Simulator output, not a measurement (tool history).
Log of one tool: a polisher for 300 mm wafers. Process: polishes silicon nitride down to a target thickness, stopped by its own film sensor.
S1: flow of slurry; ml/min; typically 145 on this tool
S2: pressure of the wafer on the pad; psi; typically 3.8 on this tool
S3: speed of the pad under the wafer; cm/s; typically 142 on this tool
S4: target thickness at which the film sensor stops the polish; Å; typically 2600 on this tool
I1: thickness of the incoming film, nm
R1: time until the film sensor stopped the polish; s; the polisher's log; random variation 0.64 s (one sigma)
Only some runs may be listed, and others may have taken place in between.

run 1 hour=0.0 | S1=145 S2=2.9 S3=142 S4=2600 | I1=394.6 | R1=69.8
run 2 hour=59.4 | S1=145 S2=2.9 S3=142 S4=2600 | I1=400.6 | R1=74.1
run 3 hour=124.9 | S1=145 S2=3.8 S3=142 S4=2600 | I1=403.8 | R1=61.6
run 4 hour=189.3 | S1=145 S2=3.8 S3=142 S4=2600 | I1=398.4 | R1=59.1
run 5 hour=252.6 | S1=145 S2=3.8 S3=142 S4=2600 | I1=395.2 | R1=59.3
run 6 hour=300.9 | S1=145 S2=4.3 S3=142 S4=2600 | I1=397.7 | R1=53.7
-- hour=337.2 slurry nozzle cleaned
run 7 hour=342.1 | S1=145 S2=4.3 S3=142 S4=2600 | I1=403.0 | R1=52.7
run 8 hour=393.8 | S1=135 S2=3.8 S3=142 S4=2600 | I1=399.1 | R1=57.4
-- hour=422.3 worn pad replaced by a new one, of another model than before
run 9 hour=427.7 | S1=135 S2=3.8 S3=142 S4=2600 | I1=406.9 | R1=62.9
run 10 hour=478.8 | S1=145 S2=3.8 S3=142 S4=2600 | I1=402.0 | R1=60.5
run 11 hour=521.7 | S1=145 S2=3.8 S3=142 S4=2600 | I1=395.0 | R1=57.0
-- hour=569.9 head pressure recalibrated
run 12 hour=633.6 | S1=145 S2=3.8 S3=142 S4=2600 | I1=390.6 | R1=58.9
run 13 hour=662.4 | S1=130 S2=3.8 S3=142 S4=2600 | I1=392.4 | R1=61.1
run 14 hour=708.8 | S1=165 S2=3.8 S3=142 S4=2600 | I1=398.8 | R1=63.0
run 15 hour=749.1 | S1=145 S2=4.1 S3=142 S4=2600 | I1=399.1 | R1=62.7
run 16 hour=776.2 | S1=145 S2=3.8 S3=142 S4=2600 | I1=401.7 | R1=68.7
-- hour=842.2 worn pad replaced by a new one
run 17 hour=843.1 | S1=145 S2=4.2 S3=100 S4=2600 | I1=396.1 | R1=75.4
-- hour=853.2 slurry nozzle cleaned
run 18 hour=882.4 | S1=190 S2=3.8 S3=122 S4=2600 | I1=402.4 | R1=59.7
run 19 hour=940.6 | S1=170 S2=3.8 S3=142 S4=2600 | I1=406.5 | R1=59.0
run 20 hour=1005.4 | S1=145 S2=3.8 S3=142 S4=2600 | I1=402.0 | R1=60.4
run 21 hour=1038.2 | S1=145 S2=4.2 S3=142 S4=2600 | I1=396.3 | R1=55.6
run 22 hour=1095.5 | S1=190 S2=4.4 S3=142 S4=2600 | I1=397.7 | R1=52.0
run 23 hour=1133.0 | S1=145 S2=3.8 S3=98 S4=2600 | I1=405.3 | R1=75.3
run 24 hour=1204.2 | S1=185 S2=3.8 S3=142 S4=2820 | I1=393.9 | R1=48.2
run 25 hour=1243.1 | S1=130 S2=3.8 S3=142 S4=2600 | I1=393.0 | R1=65.2
run 26 hour=1314.4 | S1=145 S2=3.8 S3=178 S4=2600 | I1=401.4 | R1=64.6
-- hour=1317.7 slurry nozzle cleaned
-- hour=1360.3 worn pad replaced by a new one
run 27 hour=1379.1 | S1=115 S2=5.0 S3=94 S4=2200 | I1=403.2 | R1=82.4
run 28 hour=1444.0 | S1=145 S2=5.0 S3=142 S4=2600 | I1=406.6 | R1=53.0
run 29 hour=1485.2 | S1=145 S2=3.8 S3=142 S4=2600 | I1=401.1 | R1=58.4
run 30 hour=1547.6 | S1=160 S2=3.8 S3=142 S4=2600 | I1=405.2 | R1=61.8
run 31 hour=1588.6 | S1=145 S2=2.8 S3=142 S4=3060 | I1=400.5 | R1=47.8
run 32 hour=1659.2 | S1=180 S2=3.5 S3=164 S4=2920 | I1=392.7 | R1=41.9
run 33 hour=1716.8 | S1=180 S2=3.8 S3=142 S4=2730 | I1=396.9 | R1=53.0
-- hour=1742.3 slurry nozzle cleaned
-- hour=1755.6 worn pad replaced by a new one
run 34 hour=1774.7 | S1=95 S2=3.8 S3=142 S4=2600 | I1=401.4 | R1=66.8
run 35 hour=1803.0 | S1=145 S2=3.8 S3=142 S4=2600 | I1=400.6 | R1=58.0
run 36 hour=1842.9 | S1=100 S2=4.8 S3=96 S4=3070 | I1=398.7 | R1=45.1
run 37 hour=1885.7 | S1=145 S2=4.2 S3=142 S4=2210 | I1=402.3 | R1=74.9

Consider 4 possible next runs. They are alternatives, not a sequence: every one starts from the tool as it was left by run 37. What does each give?
run A hour=1886.1 | S1=145 S2=3.8 S3=172 S4=2600 | I1=398.0 | R1=?
run B hour=1886.1 | S1=145 S2=3.2 S3=142 S4=2600 | I1=398.0 | R1=?
run C hour=1886.1 | S1=130 S2=2.9 S3=182 S4=2600 | I1=398.0 | R1=?
run D hour=1886.1 | S1=145 S2=4.5 S3=112 S4=2600 | I1=398.0 | R1=?

run=A R1=53.8
run=B R1=63.6
run=C R1=60.8
run=D R1=59.7
Take away the tool's hidden state, keep each run's random variation, and the runs would have read:
run=A R1=51.5
run=B R1=60.9
run=C R1=57.9
run=D R1=57.2

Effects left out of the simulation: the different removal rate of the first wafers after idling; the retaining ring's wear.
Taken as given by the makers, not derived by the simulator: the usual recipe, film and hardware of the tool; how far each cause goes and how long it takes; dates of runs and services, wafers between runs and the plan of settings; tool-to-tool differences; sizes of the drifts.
